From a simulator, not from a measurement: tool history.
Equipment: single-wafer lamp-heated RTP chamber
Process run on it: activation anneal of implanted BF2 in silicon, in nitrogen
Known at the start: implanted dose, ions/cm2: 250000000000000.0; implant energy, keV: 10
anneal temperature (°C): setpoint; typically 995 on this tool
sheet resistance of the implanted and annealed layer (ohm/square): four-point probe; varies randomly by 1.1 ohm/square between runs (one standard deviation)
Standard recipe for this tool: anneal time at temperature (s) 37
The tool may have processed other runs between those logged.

| run | hour | anneal temperature (°C) | anneal time at temperature (s) | wafers since the last listed run | wafers since the last pyrometer calibration | wafers since the reflector plate was cleaned | hours since the gauge calibration | read-back reference wafer on the same gauge, sheet resistance | sheet resistance of the implanted and annealed layer (ohm/square) |
|---|---|---|---|---|---|---|---|---|---|
| 1 | 0 | 995 | 37 | 0 | 4027 | 717 | 863.2 | 444.26 | 478.15 |
| 2 | 15.6 | 995 | 37 | 217 | 4244 | 934 | 878.8 | 444.23 | 479.93 |
| 3 | 49.7 | 995 | 37 | 474 | 4718 | 1409 | 912.9 | 444.52 | 476.95 |
| 4 | 75.8 | 995 | 37 | 363 | 5082 | 1772 | 939 | 443.99 | 476.65 |
| 5 | 99.8 | 995 | 37 | 333 | 5416 | 2106 | 963 | 444.05 | 476.97 |
| 6 | 112.8 | 995 | 37 | 180 | 5597 | 2287 | 976 | 444.44 | 476.52 |
| 7 | 125.4 | 995 | 37 | 175 | 5772 | 2462 | 988.6 | 444.2 | 476.73 |
|  | 138.8 | pyrometer window cleaned and pyrometer calibrated |
| 8 | 139.2 | 995 | 37 | 80 | 6 | 2543 | 1002.4 | 444.04 | 484.95 |
| 9 | 155.9 | 995 | 53 | 232 | 238 | 2775 | 1019.1 | 443.77 | 477.34 |
| 10 | 182.3 | 995 | 53 | 367 | 605 | 3143 | 1045.5 | 444.12 | 475.46 |
| 11 | 212.2 | 995 | 53 | 416 | 1021 | 3559 | 1075.4 | 443.81 | 473.31 |
| 12 | 238.4 | 1002 | 21 | 364 | 1386 | 3923 | 1101.6 | 443.81 | 487.13 |
|  | 247.6 | reflector plate cleaned |
| 13 | 269.4 | 1002 | 21 | 320 | 1706 | 302 | 1132.6 | 443.86 | 489.87 |
| 14 | 282.2 | 1018 | 37 | 178 | 1884 | 480 | 1145.4 | 443.73 | 471.79 |
| 15 | 311.3 | 1018 | 37 | 404 | 2289 | 885 | 1174.5 | 443.7 | 470.67 |
| 16 | 323.3 | 978 | 51 | 166 | 2456 | 1052 | 1186.5 | 443.78 | 487.53 |
| 17 | 345 | 981 | 25 | 301 | 2758 | 1354 | 1208.2 | 444.13 | 497.99 |
|  | 368.4 | gauge calibrated |
| 18 | 375.2 | 995 | 37 | 420 | 3178 | 1775 | 6.8 | 444.22 | 478.82 |
| 19 | 403.6 | 1024 | 37 | 395 | 3573 | 2170 | 35.2 | 443.97 | 464.6 |
| 20 | 417 | 1024 | 37 | 186 | 3760 | 2356 | 48.6 | 443.69 | 464.21 |
| 21 | 524 | 1003 | 16 | 1488 | 5249 | 3845 | 155.6 | 444.17 | 489.21 |
| 22 | 546.5 | 1010 | 52 | 313 | 5562 | 4158 | 178.1 | 444.14 | 462.2 |
|  | 569.4 | reflector plate cleaned |
| 23 | 570.2 | 995 | 46 | 218 | 5780 | 11 | 201.8 | 443.9 | 475.43 |
| 24 | 584.3 | 995 | 55 | 196 | 5977 | 207 | 215.9 | 444.01 | 469.68 |
|  | 608.1 | pyrometer window cleaned and pyrometer calibrated |
| 25 | 608.6 | 995 | 43 | 226 | 7 | 434 | 240.2 | 443.83 | 482.89 |
| 26 | 621 | 1011 | 18 | 172 | 180 | 606 | 252.6 | 443.73 | 488.15 |
| 27 | 645 | 995 | 37 | 333 | 514 | 940 | 276.6 | 444.07 | 485.64 |
| 28 | 675 | 1014 | 47 | 417 | 931 | 1358 | 306.6 | 444.22 | 468.27 |
| 29 | 689.5 | 1009 | 26 | 201 | 1133 | 1559 | 321.1 | 444.01 | 480.95 |
| 30 | 708.2 | 995 | 37 | 260 | 1393 | 1820 | 339.8 | 443.72 | 479.56 |
| 31 | 740 | 1009 | 43 | 442 | 1835 | 2262 | 371.6 | 444.25 | 469.56 |
| 32 | 770.8 | 979 | 22 | 428 | 2264 | 2691 | 402.4 | 443.47 | 502.79 |
| 33 | 859.8 | 987 | 37 | 1238 | 3503 | 3929 | 491.4 | 444.12 | 482.37 |
| 34 | 873.7 | 968 | 30 | 193 | 3696 | 4123 | 505.3 | 444.14 | 504.19 |
|  | 883.7 | reflector plate cleaned |
| 35 | 891.3 | 1012 | 50 | 133 | 3830 | 106 | 522.9 | 444.04 | 465.1 |
| 36 | 904.3 | 1024 | 16 | 180 | 4010 | 286 | 535.9 | 443.71 | 479.92 |
| 37 | 932.1 | 977 | 43 | 386 | 4397 | 673 | 563.7 | 443.75 | 490.1 |

Some steps in sheet resistance of the implanted and annealed layer (ohm/square), run to run, broken into two amounts with sign: the step expected even without the hidden condition (settings, incoming material, random variation), and the rest, left for the hidden condition together with whatever gauge scatter is not in both the measured and the hidden-condition-free result:
Hidden conditions of the tool in this case: true wafer temperature minus pyrometer reading, K; wafer temperature error from the tarnished reflector plate, K; gauge reads high (%).
Run 7 -> 8: pyrometer window cleaned and pyrometer calibrated. sheet resistance of the implanted and annealed layer (ohm/square) +8.22: hidden state +9.15, all else -0.93.
Run 21 -> 22: anneal temperature (°C) 1003 -> 1010, anneal time at temperature (s) 16 -> 52. sheet resistance of the implanted and annealed layer (ohm/square) -27.01: hidden state +2.37, all else -29.38.
Run 31 -> 32: anneal temperature (°C) 1009 -> 979, anneal time at temperature (s) 43 -> 22. sheet resistance of the implanted and annealed layer (ohm/square) +33.23: hidden state -6.69, all else +39.92.
Run 34 -> 35: anneal temperature (°C) 968 -> 1012, anneal time at temperature (s) 30 -> 50, reflector plate cleaned. sheet resistance of the implanted and annealed layer (ohm/square) -39.09: hidden state +14.26, all else -53.35.
Run 36 -> 37: anneal temperature (°C) 1024 -> 977, anneal time at temperature (s) 16 -> 43. sheet resistance of the implanted and annealed layer (ohm/square) +10.18: hidden state -8.89, all else +19.07.

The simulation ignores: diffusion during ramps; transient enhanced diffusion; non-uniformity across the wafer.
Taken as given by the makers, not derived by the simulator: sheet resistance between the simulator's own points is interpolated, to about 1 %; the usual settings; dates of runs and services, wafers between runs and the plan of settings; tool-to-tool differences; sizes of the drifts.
